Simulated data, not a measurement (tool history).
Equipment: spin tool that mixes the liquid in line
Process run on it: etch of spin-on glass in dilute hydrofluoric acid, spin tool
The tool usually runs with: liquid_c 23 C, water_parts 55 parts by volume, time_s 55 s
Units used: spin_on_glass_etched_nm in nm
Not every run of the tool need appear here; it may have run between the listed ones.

run	hour	liquid_c	water_parts	time_s	read-back film thickness of the spin-on glass reference wafer, read on the same gauge (nm)	spin_on_glass_etched_nm
1	0	26.5	55	55	79.95	23.88
2	41.9	26.5	55	55	79.99	23.72
3	74.5	26.5	55	55	79.98	23.57
4	113.9	23	55	75	80.01	27.84
5	196	23	55	75	80.01	27.79
6	265.7	23	55	55	80	20.65
7	320.9	23	55	55	80.04	20.51
8	368.6	23	55	55	79.97	20.41
9	417.8	20.5	55	55	79.99	18.2
10	459.8	20.5	55	55	80.02	18.04
11	494.8	20.5	55	55	80.01	18.02
12	552.1	23	55	55	79.98	19.97
# hour 596.5: hydrofluoric acid flow meter replaced
13	618.6	23	55	55	79.99	19.49
14	652.7	23	55	55	79.96	19.36
15	696.9	23	55	55	80.01	19.53
16	731.4	25	55	55	79.98	20.99
17	773.2	21.5	55	30	79.99	10.02
# hour 797.6: gauge calibrated
18	827	21.5	85	85	80	17.45
19	864.3	23	55	55	80.04	19.14
# hour 892.1: hydrofluoric acid flow meter replaced, repeated, since the last time left the tool worse
20	926.1	18.5	55	55	80.01	17.55
21	990.6	23	55	55	79.94	21.22
22	1034.4	25.5	85	40	79.98	10.62
23	1080.1	25	30	80	79.96	62.9
24	1140.3	23	45	55	80.02	26.09
# hour 1158.4: thermometer replaced
25	1169.2	19.5	80	80	80.03	17.68
26	1201.7	21.5	55	30	79.95	10.74
27	1254.7	23	35	55	80	34.17
28	1322.2	25	55	45	80	18.57
29	1385.3	26.5	55	25	80.03	10.84
30	1454.6	24.5	65	45	79.97	14.98
31	1484.2	23	55	55	80	20.61
32	1527.1	25	55	45	79.96	18.45

3 ways to go on from here, each from the tool as it stands after run 32. What would each give?
A	1527.5	23	55	55	?	?
B	1527.5	26.5	85	30	?	?
C	1527.5	27.5	35	45	?	?

run	read-back film thickness of the spin-on glass reference wafer, read on the same gauge (nm)	spin_on_glass_etched_nm
A	80.01	20.55
B	80.01	8.02
C	80.01	32.67
What these runs would have given with no unlogged condition in the tool:
run	spin_on_glass_etched_nm
A	21.19
B	8.28
C	33.67
